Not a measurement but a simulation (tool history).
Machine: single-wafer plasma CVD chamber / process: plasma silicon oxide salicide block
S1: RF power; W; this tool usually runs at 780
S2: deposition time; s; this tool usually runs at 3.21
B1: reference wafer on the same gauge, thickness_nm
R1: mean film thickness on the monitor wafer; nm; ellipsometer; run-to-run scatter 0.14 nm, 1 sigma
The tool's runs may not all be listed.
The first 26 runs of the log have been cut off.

| run | hour | S1 | S2 | B1 | R1 |
|---|---|---|---|---|---|
| 27 | 595.6 | 645 | 3.82 | 36.160 | 37.997 |
| 28 | 620.7 | 780 | 3.21 | 36.204 | 33.453 |
| 29 | 649.7 | 875 | 3.84 | 36.240 | 41.454 |
|  | 657.7 | showerhead replaced |
|  | 664.3 | RF generator calibrated |
| 30 | 672.8 | 780 | 3.21 | 36.168 | 33.600 |
| 31 | 706.4 | 675 | 3.78 | 36.220 | 37.877 |
| 32 | 740.0 | 780 | 3.21 | 36.198 | 33.464 |
| 33 | 765.0 | 925 | 2.63 | 36.191 | 28.554 |
| 34 | 788.1 | 675 | 2.71 | 36.167 | 27.247 |
| 35 | 813.0 | 640 | 2.77 | 36.212 | 27.755 |
| 36 | 831.5 | 780 | 3.21 | 36.207 | 33.432 |
| 37 | 850.9 | 780 | 2.70 | 36.190 | 28.288 |

Expected results for the next run?
| 38 | 876.6 | 780 | 3.80 | ? | ? |

Run 38 produced B1 36.206, R1 39.869 nm.
Minus the tool's unlogged condition, the same run would have read R1 39.869 nm.

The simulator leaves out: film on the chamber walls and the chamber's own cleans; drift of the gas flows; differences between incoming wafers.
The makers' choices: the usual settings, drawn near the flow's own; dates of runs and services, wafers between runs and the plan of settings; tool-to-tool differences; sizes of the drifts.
